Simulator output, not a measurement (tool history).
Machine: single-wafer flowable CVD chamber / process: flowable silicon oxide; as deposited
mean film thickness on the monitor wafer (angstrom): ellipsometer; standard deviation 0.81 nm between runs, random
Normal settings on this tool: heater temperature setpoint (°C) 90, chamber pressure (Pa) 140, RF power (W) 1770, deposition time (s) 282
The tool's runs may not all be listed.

run,hour,heater temperature setpoint (°C),chamber pressure (Pa),RF power (W),deposition time (s),wafers since the last listed run,hours since the last thermocouple change,hours since the last RF generator calibration,hours since the last manometer calibration,hours since the showerhead was replaced,hours since the gauge calibration,"read-back reference wafer on the same gauge, thickness_nm",mean film thickness on the monitor wafer (angstrom)
1,0,94,140,1770,282,0,2953.9,1303.7,1705,3563.9,205.1,347.212,2723.84
# hour 7.4: gauge calibrated
2,52.1,94,140,1770,282,192,3006,1355.8,1757.1,3616,44.7,346.792,2727.15
3,58.7,94,140,1770,282,24,3012.6,1362.4,1763.7,3622.6,51.3,347.131,2732.07
4,75.7,90,140,1770,282,62,3029.6,1379.4,1780.7,3639.6,68.3,346.924,3069.37
# hour 92.1: RF generator calibrated
5,92.6,90,140,1770,282,32,3046.5,0.5,1797.6,3656.5,85.2,347.009,3064.56
6,102.8,90,140,1770,282,37,3056.7,10.7,1807.8,3666.7,95.4,346.943,3048.46
# hour 120.9: showerhead replaced
7,121.4,90,140,1770,282,39,3075.3,29.3,1826.4,0.5,114,347.005,3051.14
8,124.3,90,140,1770,282,10,3078.2,32.2,1829.3,3.4,116.9,347.267,3052.03
# hour 140.5: capacitance manometer re-zeroed and calibrated
9,141.8,84,167,1770,282,35,3095.7,49.7,1.3,20.9,134.4,346.767,4006.02
10,148,84,167,1770,282,22,3101.9,55.9,7.5,27.1,140.6,347.199,3999.39
# hour 158.5: thermocouple changed; heater temperature recalibrated
11,163.3,90,140,1445,301,26,4.8,71.2,22.8,42.4,155.9,347.13,3362.73
12,179.5,96,140,1770,242,59,21,87.4,39,58.6,172.1,347.302,2398.87
13,193.5,103,121,1460,236,51,35,101.4,53,72.6,186.1,347.02,1559.22
# hour 208: gauge calibrated
14,208.8,90,140,2115,282,56,50.3,116.7,68.3,87.9,0.8,346.603,3465.95
15,222.1,90,140,1770,282,49,63.6,130,81.6,101.2,14.1,346.867,3360.08
16,230.3,84,140,2010,282,30,71.8,138.2,89.8,109.4,22.3,346.955,4055.65
17,239.7,90,140,1770,282,34,81.2,147.6,99.2,118.8,31.7,346.703,3348.19
18,250.8,90,140,1770,282,41,92.3,158.7,110.3,129.9,42.8,347.04,3365.87
19,265.7,79,113,1770,313,55,107.2,173.6,125.2,144.8,57.7,347.069,4009.95
20,275.7,90,140,1770,282,36,117.2,183.6,135.2,154.8,67.7,346.929,3366.39

5 options for the next run, each taken on its own from the tool as it stands now. Forecast them:
A,276.2,90,140,1770,282,1,117.7,184.1,135.7,155.3,68.2,?,?
B,276.2,90,111,1495,315,1,117.7,184.1,135.7,155.3,68.2,?,?
C,276.2,90,157,1425,282,1,117.7,184.1,135.7,155.3,68.2,?,?
D,276.2,97,140,2045,256,1,117.7,184.1,135.7,155.3,68.2,?,?
E,276.2,90,140,2030,282,1,117.7,184.1,135.7,155.3,68.2,?,?

run,"read-back reference wafer on the same gauge, thickness_nm",mean film thickness on the monitor wafer (angstrom)
A,346.998,3349.56
B,346.998,2802.25
C,346.998,3533.29
D,346.998,2544.08
E,346.998,3451.33
Had the tool no hidden state, the same runs would have come out as:
run,mean film thickness on the monitor wafer (angstrom)
A,3344.32
B,2794.99
C,3527.76
D,2539.64
E,3445.93
